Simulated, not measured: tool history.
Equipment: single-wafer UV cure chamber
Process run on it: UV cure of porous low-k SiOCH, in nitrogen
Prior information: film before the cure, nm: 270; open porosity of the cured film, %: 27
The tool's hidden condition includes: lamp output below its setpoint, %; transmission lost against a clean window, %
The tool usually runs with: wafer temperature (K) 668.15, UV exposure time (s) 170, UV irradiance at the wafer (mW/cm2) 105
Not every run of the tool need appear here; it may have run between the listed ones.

run,hour,wafer temperature (K),UV exposure time (s),UV irradiance at the wafer (mW/cm2),wafers since the last listed run,hours since the UV bulbs were replaced,wafers since the quartz window was cleaned,loss of film thickness in the cure (%)
1,0,662.15,170,116,0,1562.6,849,12.293
2,15.2,661.15,170,118,122,1577.8,972,12.387
3,25.3,661.15,170,118,81,1587.9,1053,12.118
# hour 39.3: quartz window cleaned
4,39.8,661.15,170,118,52,1602.4,3,12.794
5,43.9,668.15,170,105,33,1606.5,36,12.253
6,58.3,668.15,170,105,116,1620.9,153,12.16
7,74,668.15,170,105,126,1636.6,279,12.274
8,80.5,668.15,170,105,52,1643.1,331,11.985
9,91.5,668.15,170,105,88,1654.1,420,11.949
10,99.9,682.15,170,105,67,1662.5,488,12.234
# hour 115.4: UV bulbs replaced
11,115.9,668.15,170,105,64,0.5,552,11.958
12,124,678.15,235,128,65,8.6,618,14.863
13,131.8,658.15,90,105,62,16.4,681,8.615
# hour 165.2: quartz window cleaned
14,181,656.15,135,120,332,65.6,127,10.518
15,189.5,668.15,210,105,68,74.1,195,11.969
16,198.2,668.15,170,105,70,82.8,265,11.034
# hour 209.6: quartz window cleaned, repeated, since the last time left the tool worse
17,249.2,676.15,170,93,346,133.8,319,11.663
18,261.2,668.15,75,105,96,145.8,416,8.187
19,269.2,675.15,170,140,64,153.8,480,13.638

Below are 3 alternative next runs, each starting from the tool's condition after run 19. Predict each:
A,269.6,668.15,170,105,3,154.2,483,?
B,269.6,650.15,260,78,3,154.2,483,?
C,269.6,679.15,130,115,3,154.2,483,?

run,loss of film thickness in the cure (%)
A,11.967
B,12.239
C,11.309
Take away the tool's hidden state, keep each run's random variation, and the runs would have read:
run,loss of film thickness in the cure (%)
A,12.435
B,12.71
C,11.772
